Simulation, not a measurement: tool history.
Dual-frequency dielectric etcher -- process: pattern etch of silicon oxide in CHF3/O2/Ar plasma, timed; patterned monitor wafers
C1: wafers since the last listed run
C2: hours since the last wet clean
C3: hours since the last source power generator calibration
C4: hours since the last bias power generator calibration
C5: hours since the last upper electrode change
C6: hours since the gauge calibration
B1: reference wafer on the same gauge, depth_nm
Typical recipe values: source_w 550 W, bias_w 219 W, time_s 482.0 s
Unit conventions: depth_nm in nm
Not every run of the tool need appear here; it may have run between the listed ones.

{"run": 1, "hour": 0.0, "source_w": 550, "bias_w": 219, "time_s": 482.0, "C1": 0, "C2": 61.4, "C3": 742.8, "C4": 1023.7, "C5": 1574.6, "C6": 307.6, "B1": 817.1, "depth_nm": 990.7}
{"run": 2, "hour": 63.7, "source_w": 550, "bias_w": 219, "time_s": 482.0, "C1": 313, "C2": 125.1, "C3": 806.5, "C4": 1087.4, "C5": 1638.3, "C6": 371.3, "B1": 816.7, "depth_nm": 990.7}
{"run": 3, "hour": 125.1, "source_w": 490, "bias_w": 219, "time_s": 482.0, "C1": 302, "C2": 186.5, "C3": 867.9, "C4": 1148.8, "C5": 1699.7, "C6": 432.7, "B1": 817.0, "depth_nm": 922.1}
{"run": 4, "hour": 184.8, "source_w": 490, "bias_w": 219, "time_s": 482.0, "C1": 294, "C2": 246.2, "C3": 927.6, "C4": 1208.5, "C5": 1759.4, "C6": 492.4, "B1": 816.8, "depth_nm": 927.8}
{"run": 5, "hour": 226.7, "source_w": 550, "bias_w": 207, "time_s": 482.0, "C1": 206, "C2": 288.1, "C3": 969.5, "C4": 1250.4, "C5": 1801.3, "C6": 534.3, "B1": 816.9, "depth_nm": 955.0}
{"run": 6, "hour": 285.4, "source_w": 550, "bias_w": 207, "time_s": 482.0, "C1": 289, "C2": 346.8, "C3": 1028.2, "C4": 1309.1, "C5": 1860.0, "C6": 593.0, "B1": 817.7, "depth_nm": 942.7}
{"hour": 428.8, "done": "wet clean of the chamber"}
{"run": 7, "hour": 429.3, "source_w": 470, "bias_w": 219, "time_s": 482.0, "C1": 590, "C2": 0.5, "C3": 1172.1, "C4": 1453.0, "C5": 2003.9, "C6": 736.9, "B1": 817.2, "depth_nm": 862.3}
{"run": 8, "hour": 450.3, "source_w": 590, "bias_w": 219, "time_s": 482.0, "C1": 103, "C2": 21.5, "C3": 1193.1, "C4": 1474.0, "C5": 2024.9, "C6": 757.9, "B1": 816.7, "depth_nm": 971.5}
{"run": 9, "hour": 521.4, "source_w": 590, "bias_w": 219, "time_s": 482.0, "C1": 350, "C2": 92.6, "C3": 1264.2, "C4": 1545.1, "C5": 2096.0, "C6": 829.0, "B1": 817.5, "depth_nm": 964.1}
{"hour": 596.2, "done": "wet clean of the chamber, repeated, since the last time left the tool worse"}
{"run": 10, "hour": 596.7, "source_w": 590, "bias_w": 219, "time_s": 482.0, "C1": 252, "C2": 0.5, "C3": 1339.5, "C4": 1620.4, "C5": 2171.3, "C6": 904.3, "B1": 817.1, "depth_nm": 1025.7}
{"hour": 619.4, "done": "gauge calibrated"}
{"hour": 651.4, "done": "upper electrode replaced"}
{"run": 11, "hour": 651.9, "source_w": 460, "bias_w": 245, "time_s": 381.5, "C1": 153, "C2": 55.7, "C3": 1394.7, "C4": 1675.6, "C5": 0.5, "C6": 32.5, "B1": 816.5, "depth_nm": 753.0}
{"run": 12, "hour": 698.8, "source_w": 490, "bias_w": 219, "time_s": 445.5, "C1": 231, "C2": 102.6, "C3": 1441.6, "C4": 1722.5, "C5": 47.4, "C6": 79.4, "B1": 815.8, "depth_nm": 863.4}
{"hour": 710.0, "done": "bias power generator calibrated"}
{"run": 13, "hour": 730.4, "source_w": 450, "bias_w": 241, "time_s": 526.0, "C1": 135, "C2": 134.2, "C3": 1473.2, "C4": 20.4, "C5": 79.0, "C6": 111.0, "B1": 816.6, "depth_nm": 1006.6}
{"hour": 805.0, "done": "source power generator calibrated"}
{"run": 14, "hour": 911.6, "source_w": 550, "bias_w": 219, "time_s": 482.0, "C1": 872, "C2": 315.4, "C3": 106.6, "C4": 201.6, "C5": 260.2, "C6": 292.2, "B1": 817.3, "depth_nm": 965.5}
{"run": 15, "hour": 969.2, "source_w": 440, "bias_w": 219, "time_s": 575.5, "C1": 283, "C2": 373.0, "C3": 164.2, "C4": 259.2, "C5": 317.8, "C6": 349.8, "B1": 817.0, "depth_nm": 1041.2}
{"run": 16, "hour": 1009.9, "source_w": 550, "bias_w": 219, "time_s": 482.0, "C1": 200, "C2": 413.7, "C3": 204.9, "C4": 299.9, "C5": 358.5, "C6": 390.5, "B1": 817.7, "depth_nm": 957.5}
{"run": 17, "hour": 1078.6, "source_w": 460, "bias_w": 234, "time_s": 606.5, "C1": 338, "C2": 482.4, "C3": 273.6, "C4": 368.6, "C5": 427.2, "C6": 459.2, "B1": 815.8, "depth_nm": 1149.0}
{"hour": 1118.2, "done": "wet clean of the chamber"}
{"run": 18, "hour": 1118.7, "source_w": 420, "bias_w": 219, "time_s": 482.0, "C1": 79, "C2": 0.5, "C3": 313.7, "C4": 408.7, "C5": 467.3, "C6": 499.3, "B1": 816.9, "depth_nm": 874.3}
{"run": 19, "hour": 1182.1, "source_w": 600, "bias_w": 178, "time_s": 408.0, "C1": 312, "C2": 63.9, "C3": 377.1, "C4": 472.1, "C5": 530.7, "C6": 562.7, "B1": 817.5, "depth_nm": 806.5}
{"run": 20, "hour": 1219.4, "source_w": 420, "bias_w": 203, "time_s": 396.5, "C1": 183, "C2": 101.2, "C3": 414.4, "C4": 509.4, "C5": 568.0, "C6": 600.0, "B1": 816.8, "depth_nm": 698.7}

Some steps in depth_nm, run to run, broken into two amounts with sign: the step expected even without the hidden condition (settings, incoming material, random variation), and the rest, left for the hidden condition together with whatever gauge scatter is not in both the measured and the hidden-condition-free result:
Hidden conditions of the tool in this case: etch rate over this chamber's usual, %; source power that arrives over what is set, %; bias power that arrives over what is set, %; gauge reads high (%).
Run 9 -> 10: wet clean of the chamber, repeated, since the last time left the tool worse. depth_nm +61.6 nm: hidden state +62.1, all else -0.5.
Run 10 -> 11: source_w 590 -> 460, bias_w 219 -> 245, time_s 482.0 -> 381.5, gauge calibrated, upper electrode replaced. depth_nm -272.7 nm: hidden state -1.4, all else -271.3.
Run 17 -> 18: source_w 460 -> 420, bias_w 234 -> 219, time_s 606.5 -> 482.0, wet clean of the chamber. depth_nm -274.7 nm: hidden state +41.6, all else -316.3.
